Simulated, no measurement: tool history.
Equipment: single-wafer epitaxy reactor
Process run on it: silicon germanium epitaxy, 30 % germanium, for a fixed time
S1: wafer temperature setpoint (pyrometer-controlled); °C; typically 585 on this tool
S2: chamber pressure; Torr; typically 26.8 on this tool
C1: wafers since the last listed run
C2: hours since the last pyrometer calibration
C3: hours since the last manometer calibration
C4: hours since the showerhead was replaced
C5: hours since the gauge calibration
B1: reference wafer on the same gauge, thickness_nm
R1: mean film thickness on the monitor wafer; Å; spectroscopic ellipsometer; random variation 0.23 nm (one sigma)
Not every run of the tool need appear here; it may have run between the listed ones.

run 1 hour=0 | S1=585 S2=26.8 | C1=0 C2=608.3 C3=1227.6 C4=3414.5 C5=842.8 | B1=45.92 | R1=511.97
run 2 hour=49.6 | S1=585 S2=26.8 | C1=790 C2=657.9 C3=1277.2 C4=3464.1 C5=892.4 | B1=45.823 | R1=515.66
run 3 hour=157.4 | S1=579 S2=26.8 | C1=1719 C2=765.7 C3=1385 C4=3571.9 C5=1000.2 | B1=45.984 | R1=461.37
run 4 hour=224.9 | S1=585 S2=26.8 | C1=1076 C2=833.2 C3=1452.5 C4=3639.4 C5=1067.7 | B1=45.835 | R1=511.9
run 5 hour=325.6 | S1=593 S2=22.1 | C1=1605 C2=933.9 C3=1553.2 C4=3740.1 C5=1168.4 | B1=45.878 | R1=552.89
run 6 hour=365.8 | S1=585 S2=26.8 | C1=641 C2=974.1 C3=1593.4 C4=3780.3 C5=1208.6 | B1=45.864 | R1=515.97
run 7 hour=419.5 | S1=585 S2=26.8 | C1=856 C2=1027.8 C3=1647.1 C4=3834 C5=1262.3 | B1=45.943 | R1=517.53
run 8 hour=467.1 | S1=585 S2=26.8 | C1=759 C2=1075.4 C3=1694.7 C4=3881.6 C5=1309.9 | B1=45.919 | R1=519.24
run 9 hour=559 | S1=585 S2=26.8 | C1=1465 C2=1167.3 C3=1786.6 C4=3973.5 C5=1401.8 | B1=45.94 | R1=514.56
run 10 hour=602.5 | S1=585 S2=26.8 | C1=693 C2=1210.8 C3=1830.1 C4=4017 C5=1445.3 | B1=45.866 | R1=519.27
-- hour=681.2 capacitance manometer re-zeroed and calibrated
run 11 hour=702.1 | S1=594 S2=26.8 | C1=1460 C2=1310.4 C3=20.9 C4=4116.6 C5=1544.9 | B1=45.956 | R1=588.38
-- hour=704.1 gauge calibrated
-- hour=782.5 showerhead replaced, of another model than before
run 12 hour=794 | S1=594 S2=26.8 | C1=1337 C2=1402.3 C3=112.8 C4=11.5 C5=89.9 | B1=45.935 | R1=587.88
run 13 hour=899.4 | S1=585 S2=32.2 | C1=1680 C2=1507.7 C3=218.2 C4=116.9 C5=195.3 | B1=45.932 | R1=548.68
run 14 hour=940.8 | S1=598 S2=32.6 | C1=660 C2=1549.1 C3=259.6 C4=158.3 C5=236.7 | B1=45.851 | R1=696.28
-- hour=968.4 pyrometer calibrated
run 15 hour=1017.9 | S1=590 S2=32.4 | C1=1101 C2=49.5 C3=336.7 C4=235.4 C5=313.8 | B1=45.903 | R1=600.52
run 16 hour=1080.1 | S1=577 S2=24 | C1=991 C2=111.7 C3=398.9 C4=297.6 C5=376 | B1=45.903 | R1=413.17
run 17 hour=1168.8 | S1=590 S2=20.5 | C1=1414 C2=200.4 C3=487.6 C4=386.3 C5=464.7 | B1=45.901 | R1=479.85
run 18 hour=1259.7 | S1=589 S2=28.8 | C1=1449 C2=291.3 C3=578.5 C4=477.2 C5=555.6 | B1=45.882 | R1=564.82
run 19 hour=1344.5 | S1=585 S2=26.8 | C1=1352 C2=376.1 C3=663.3 C4=562 C5=640.4 | B1=45.923 | R1=508.52
run 20 hour=1441.3 | S1=599 S2=29.6 | C1=1543 C2=472.9 C3=760.1 C4=658.8 C5=737.2 | B1=45.984 | R1=683.78
run 21 hour=1489 | S1=597 S2=30.9 | C1=760 C2=520.6 C3=807.8 C4=706.5 C5=784.9 | B1=45.951 | R1=670.59
run 22 hour=1597 | S1=585 S2=26.8 | C1=1722 C2=628.6 C3=915.8 C4=814.5 C5=892.9 | B1=45.9 | R1=512.74
run 23 hour=1635.4 | S1=585 S2=26.8 | C1=612 C2=667 C3=954.2 C4=852.9 C5=931.3 | B1=45.896 | R1=512.65
run 24 hour=1686.7 | S1=597 S2=29.7 | C1=818 C2=718.3 C3=1005.5 C4=904.2 C5=982.6 | B1=45.863 | R1=669.05

Predict each of these 3 candidate next runs independently; none follows another, all start after run 24:
run A hour=1687.1 | S1=585 S2=31.4 | C1=6 C2=718.7 C3=1005.9 C4=904.6 C5=983 | B1=? | R1=?
run B hour=1687.1 | S1=590 S2=24.8 | C1=6 C2=718.7 C3=1005.9 C4=904.6 C5=983 | B1=? | R1=?
run C hour=1687.1 | S1=598 S2=23.1 | C1=6 C2=718.7 C3=1005.9 C4=904.6 C5=983 | B1=? | R1=?

run=A B1=45.966 R1=556.97
run=B B1=45.966 R1=540.55
run=C B1=45.966 R1=598.42
Without the tool's hidden state the same runs would have given:
run=A R1=544.19
run=B R1=528.15
run=C R1=584.69
